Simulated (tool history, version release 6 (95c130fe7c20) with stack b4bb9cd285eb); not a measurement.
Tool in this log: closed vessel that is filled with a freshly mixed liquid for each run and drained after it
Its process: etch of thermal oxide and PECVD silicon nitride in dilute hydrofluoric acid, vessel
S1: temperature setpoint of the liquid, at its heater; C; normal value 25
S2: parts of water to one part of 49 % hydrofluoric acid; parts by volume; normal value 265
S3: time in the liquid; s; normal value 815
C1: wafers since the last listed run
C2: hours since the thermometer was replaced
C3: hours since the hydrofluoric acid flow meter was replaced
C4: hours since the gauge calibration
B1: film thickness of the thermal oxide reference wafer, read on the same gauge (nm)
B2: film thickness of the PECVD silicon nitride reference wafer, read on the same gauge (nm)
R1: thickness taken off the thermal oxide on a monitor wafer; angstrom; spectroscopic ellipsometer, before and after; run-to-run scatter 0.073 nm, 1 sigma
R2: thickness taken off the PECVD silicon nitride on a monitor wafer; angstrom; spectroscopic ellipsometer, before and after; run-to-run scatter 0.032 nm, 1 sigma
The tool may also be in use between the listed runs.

run,hour,S1,S2,S3,C1,C2,C3,C4,B1,B2,R1,R2
1,0,25,200,815,0,2267.1,425.9,324.4,89.96,39.98,172,115.4
2,24.5,25,200,815,2097,2291.6,450.4,348.9,89.98,39.97,171.6,115.3
3,45.4,25,265,815,1788,2312.5,471.3,369.8,89.97,39.99,122.5,87.4
4,62.8,25,265,815,1489,2329.9,488.7,387.2,90.03,40.01,122.2,87.3
5,86.5,25,265,815,2028,2353.6,512.4,410.9,89.98,40.01,122.7,88.1
6,114.3,25,265,815,2379,2381.4,540.2,438.7,89.95,39.99,120.9,87.7
7,131.7,25,265,815,1489,2398.8,557.6,456.1,89.96,40,122.8,88.7
8,156.5,25,265,815,2122,2423.6,582.4,480.9,89.98,39.97,123.1,89.1
9,188.4,25,265,815,2730,2455.5,614.3,512.8,90.02,40,125.1,88.9
10,210.5,25,265,815,1891,2477.6,636.4,534.9,89.97,39.97,123.3,89.7
11,228.7,25,265,815,1557,2495.8,654.6,553.1,90,39.97,123.5,88.9
12,244.3,25,265,1090,1335,2511.4,670.2,568.7,90.02,40.03,167.3,119.1
13,260.5,25,225,815,1386,2527.6,686.4,584.9,89.98,40,154.4,105.4
# hour 283.3: gauge calibrated
14,292.4,25,325,815,2730,2559.5,718.3,9.1,90.01,40.01,95.8,73.1
# hour 294.7: hydrofluoric acid flow meter replaced
15,324.8,21.5,265,815,2687,2591.9,30.1,41.5,90.06,39.98,101.7,67.3
# hour 356.9: thermometer replaced
16,359.9,22,265,815,2918,3,65.2,76.6,90.03,39.93,103.5,69.8
17,372.7,20.5,315,1200,1095,15.8,78,89.4,89.96,40.02,116.4,78.8
18,400.2,28,265,815,2353,43.3,105.5,116.9,89.99,40.03,129.8,101.4
19,415.5,21,140,1065,1309,58.6,120.8,132.2,89.99,40.03,281.2,160.7
20,438.6,29,190,560,1977,81.7,143.9,155.3,90.01,40.03,140.7,102.9
21,452.7,20.5,315,1200,1206,95.8,158,169.4,89.98,40.01,117.8,79.9
22,467.9,25,265,495,1301,111,173.2,184.6,89.97,40.01,71,51.2
23,496.4,25,265,815,2439,139.5,201.7,213.1,90.05,39.98,116.6,85.1

Below are 4 alternative next runs, each starting from the tool's condition after run 23. Predict each:
A,497.3,25,265,945,77,140.4,202.6,214,?,?,?,?
B,497.3,25,165,815,77,140.4,202.6,214,?,?,?,?
C,497.3,22.5,315,815,77,140.4,202.6,214,?,?,?,?
D,497.3,25,365,815,77,140.4,202.6,214,?,?,?,?

run,B1,B2,R1,R2
A,89.99,40,136.9,97.7
B,89.99,40,211,135.1
C,89.99,40,86.7,60.9
D,89.99,40,77.8,61.3
What these runs would have given with no unlogged condition in the tool:
run,R1,R2
A,133.3,95.7
B,205.7,132.2
C,84.3,59.7
D,75.6,60
